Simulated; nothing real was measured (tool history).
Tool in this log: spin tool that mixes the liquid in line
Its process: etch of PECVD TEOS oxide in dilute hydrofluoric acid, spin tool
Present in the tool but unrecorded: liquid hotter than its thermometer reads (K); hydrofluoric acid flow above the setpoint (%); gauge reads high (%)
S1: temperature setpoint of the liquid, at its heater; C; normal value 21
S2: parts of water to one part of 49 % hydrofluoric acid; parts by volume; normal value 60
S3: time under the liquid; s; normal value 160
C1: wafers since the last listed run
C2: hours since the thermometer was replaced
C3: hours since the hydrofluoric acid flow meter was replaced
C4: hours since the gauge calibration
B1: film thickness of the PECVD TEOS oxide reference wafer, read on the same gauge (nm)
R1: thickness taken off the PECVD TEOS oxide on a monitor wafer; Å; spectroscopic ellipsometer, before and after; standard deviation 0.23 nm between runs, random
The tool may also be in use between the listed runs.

run,hour,S1,S2,S3,C1,C2,C3,C4,B1,R1
1,0,21,45,160,0,330.2,1034.4,618.6,150,466.4
2,61.1,21,45,160,325,391.3,1095.5,679.7,150.01,465.9
# hour 69.1: gauge calibrated
3,244.2,21,60,160,976,574.4,1278.6,175.1,150,347
4,273.2,21,60,160,154,603.4,1307.6,204.1,149.98,353.1
5,311,21,60,160,201,641.2,1345.4,241.9,149.98,351.8
6,354.5,21,60,160,231,684.7,1388.9,285.4,149.99,350.3
7,417.4,21,60,160,335,747.6,1451.8,348.3,149.97,349.8
8,488.4,21,60,160,378,818.6,1522.8,419.3,150,353.6
9,522.9,21,60,160,183,853.1,1557.3,453.8,149.98,351.8
# hour 589.7: hydrofluoric acid flow meter replaced
10,592.3,21,60,160,364,922.5,2.6,523.2,150.02,323.2
11,645.4,21,60,160,283,975.6,55.7,576.3,150,323
# hour 679: thermometer replaced
12,694.5,21,75,160,256,15.5,104.8,625.4,150,252.6
13,739.9,23.5,45,125,242,60.9,150.2,670.8,149.98,384.5
# hour 742.2: gauge calibrated
14,783.3,18.5,35,135,231,104.3,193.6,41.1,149.98,437.5
15,830.7,23.5,45,125,252,151.7,241,88.5,150,388.1
16,870.7,21,45,160,213,191.7,281,128.5,150.01,443.9
17,913.3,23.5,45,125,227,234.3,323.6,171.1,150,391.6
18,961.1,25.5,70,160,254,282.1,371.4,218.9,149.98,333.9
19,988.9,25,45,160,148,309.9,399.2,246.7,150,531.4
20,1050.3,22.5,80,160,327,371.3,460.6,308.1,149.99,259.8
21,1117,21,60,160,355,438,527.3,374.8,149.98,335.8
22,1175.7,21,45,160,312,496.7,586,433.5,149.98,450.5
23,1209.2,21,45,100,178,530.2,619.5,467,150,288.9

Alternative continuations, all from the tool just after run 23; predict every row:
A,1209.7,21,60,160,2,530.7,620,467.5,?,?
B,1209.7,19.5,90,90,2,530.7,620,467.5,?,?
C,1209.7,24.5,60,160,2,530.7,620,467.5,?,?

run,B1,R1
A,150.02,336.1
B,150.02,114.5
C,150.02,388.4
Had the tool no hidden state, the same runs would have come out as:
run,R1
A,315.1
B,107.2
C,364.1
